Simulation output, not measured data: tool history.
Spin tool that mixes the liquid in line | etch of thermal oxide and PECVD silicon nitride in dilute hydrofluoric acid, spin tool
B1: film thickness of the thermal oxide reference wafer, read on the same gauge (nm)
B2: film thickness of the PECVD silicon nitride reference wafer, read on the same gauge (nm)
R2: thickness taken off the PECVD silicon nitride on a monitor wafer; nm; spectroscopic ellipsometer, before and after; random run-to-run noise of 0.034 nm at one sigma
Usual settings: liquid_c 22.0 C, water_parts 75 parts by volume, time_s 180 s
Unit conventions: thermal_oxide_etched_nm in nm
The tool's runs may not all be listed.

Run 1, hour 0.0: usual settings; B1 60.01; B2 70.00. Result: thermal_oxide_etched_nm 10.06 nm, R2 9.08 nm.
Run 2, hour 33.0: usual settings; B1 59.99; B2 69.98. Result: thermal_oxide_etched_nm 10.23 nm, R2 9.03 nm.
Run 3, hour 103.3: usual settings; B1 60.01; B2 69.97. Result: thermal_oxide_etched_nm 10.22 nm, R2 9.00 nm.
Run 4, hour 148.2: usual settings; B1 60.00; B2 69.99. Result: thermal_oxide_etched_nm 10.26 nm, R2 9.11 nm.
At hour 245.3: thermometer replaced.
Run 5, hour 317.4: usual settings; B1 60.00; B2 70.01. Result: thermal_oxide_etched_nm 10.31 nm, R2 9.26 nm.
Run 6, hour 342.1: usual settings but time_s 130 s; B1 59.98; B2 70.00. Result: thermal_oxide_etched_nm 7.52 nm, R2 6.65 nm.
Run 7, hour 402.9: usual settings but liquid_c 19.5 C, water_parts 45 parts by volume; B1 60.00; B2 70.01. Result: thermal_oxide_etched_nm 16.39 nm, R2 12.88 nm.
Run 8, hour 438.8: usual settings but liquid_c 19.0 C; B1 59.99; B2 70.04. Result: thermal_oxide_etched_nm 9.27 nm, R2 7.57 nm.
Run 9, hour 495.9: usual settings but water_parts 40 parts by volume; B1 60.01; B2 69.97. Result: thermal_oxide_etched_nm 20.58 nm, R2 17.24 nm.
Run 10, hour 535.4: usual settings but liquid_c 24.0 C, water_parts 115 parts by volume, time_s 275 s; B1 59.96; B2 70.00. Result: thermal_oxide_etched_nm 10.99 nm, R2 10.70 nm.
Run 11, hour 579.5: usual settings; B1 59.99; B2 70.04. Result: thermal_oxide_etched_nm 10.63 nm, R2 9.34 nm.
Run 12, hour 642.7: usual settings; B1 59.98; B2 69.99. Result: thermal_oxide_etched_nm 10.56 nm, R2 9.35 nm.
At hour 656.7: gauge calibrated.
Run 13, hour 684.5: usual settings but water_parts 115 parts by volume, time_s 280 s; B1 60.02; B2 70.01. Result: thermal_oxide_etched_nm 10.32 nm, R2 9.61 nm.
Run 14, hour 747.2: usual settings but liquid_c 17.5 C, time_s 80 s; B1 59.98; B2 70.03. Result: thermal_oxide_etched_nm 3.96 nm, R2 3.08 nm.
Run 15, hour 783.9: usual settings but liquid_c 26.5 C; B1 59.99; B2 70.02. Result: thermal_oxide_etched_nm 12.85 nm, R2 12.75 nm.
Run 16, hour 826.5: usual settings; B1 59.98; B2 70.02. Result: thermal_oxide_etched_nm 10.80 nm, R2 9.52 nm.
Run 17, hour 875.4: usual settings but liquid_c 25.5 C, time_s 85 s; B1 60.02; B2 70.02. Result: thermal_oxide_etched_nm 5.93 nm, R2 5.72 nm.
Run 18, hour 1077.8: usual settings but liquid_c 20.0 C, water_parts 65 parts by volume, time_s 245 s; B1 60.00; B2 69.98. Result: thermal_oxide_etched_nm 16.10 nm, R2 13.26 nm.
Run 19, hour 1120.3: usual settings but water_parts 45 parts by volume, time_s 220 s; B1 60.00; B2 69.99. Result: thermal_oxide_etched_nm 23.51 nm, R2 19.36 nm.
Run 20, hour 1162.4: usual settings; B1 59.97; B2 69.99. Result: thermal_oxide_etched_nm 10.93 nm, R2 9.67 nm.
Run 21, hour 1207.4: usual settings but liquid_c 24.5 C, time_s 270 s; B1 60.00; B2 70.00. Result: thermal_oxide_etched_nm 18.46 nm, R2 17.30 nm.
Run 22, hour 1239.3: usual settings but water_parts 55 parts by volume; B1 59.98; B2 70.02. Result: thermal_oxide_etched_nm 15.43 nm, R2 13.25 nm.
Run 23, hour 1265.6: usual settings; B1 59.98; B2 69.99. Result: thermal_oxide_etched_nm 11.17 nm, R2 9.82 nm.
Run 24, hour 1326.7: usual settings but liquid_c 18.0 C; B1 60.00; B2 69.99. Result: thermal_oxide_etched_nm 9.31 nm, R2 7.46 nm.
At hour 1386.9: hydrofluoric acid flow meter replaced.
Run 25, hour 1483.4: usual settings; B1 60.01; B2 69.98. Result: thermal_oxide_etched_nm 10.44 nm, R2 9.13 nm.

Consider 5 possible next runs. They are alternatives, not a sequence: every one starts from the tool as it was left by run 25. What does each give?
Run A, hour 1483.9: usual settings but time_s 225 s; B1 ?; B2 ?. Result: thermal_oxide_etched_nm ?, R2 ?.
Run B, hour 1483.9: usual settings but liquid_c 24.0 C, water_parts 105 parts by volume, time_s 80 s; B1 ?; B2 ?. Result: thermal_oxide_etched_nm ?, R2 ?.
Run C, hour 1483.9: usual settings but liquid_c 19.5 C, water_parts 50 parts by volume; B1 ?; B2 ?. Result: thermal_oxide_etched_nm ?, R2 ?.
Run D, hour 1483.9: usual settings but liquid_c 19.5 C, time_s 235 s; B1 ?; B2 ?. Result: thermal_oxide_etched_nm ?, R2 ?.
Run E, hour 1483.9: usual settings but liquid_c 19.0 C, time_s 285 s; B1 ?; B2 ?. Result: thermal_oxide_etched_nm ?, R2 ?.

run     B1     B2  thermal_oxide_etched_nm     R2
  A  60.02  69.98                    12.76  11.44
  B  60.02  69.98                     3.39   3.34
  C  60.02  69.98                    14.21  11.44
  D  60.02  69.98                    12.01  10.07
  E  60.02  69.98                    14.27  11.79
The same runs, with their run-to-run variation unchanged, on a tool lacking any hidden condition would have given:
run  thermal_oxide_etched_nm     R2
  A                    12.55  11.27
  B                     3.33   3.29
  C                    13.98  11.28
  D                    11.82   9.92
  E                    14.03  11.62

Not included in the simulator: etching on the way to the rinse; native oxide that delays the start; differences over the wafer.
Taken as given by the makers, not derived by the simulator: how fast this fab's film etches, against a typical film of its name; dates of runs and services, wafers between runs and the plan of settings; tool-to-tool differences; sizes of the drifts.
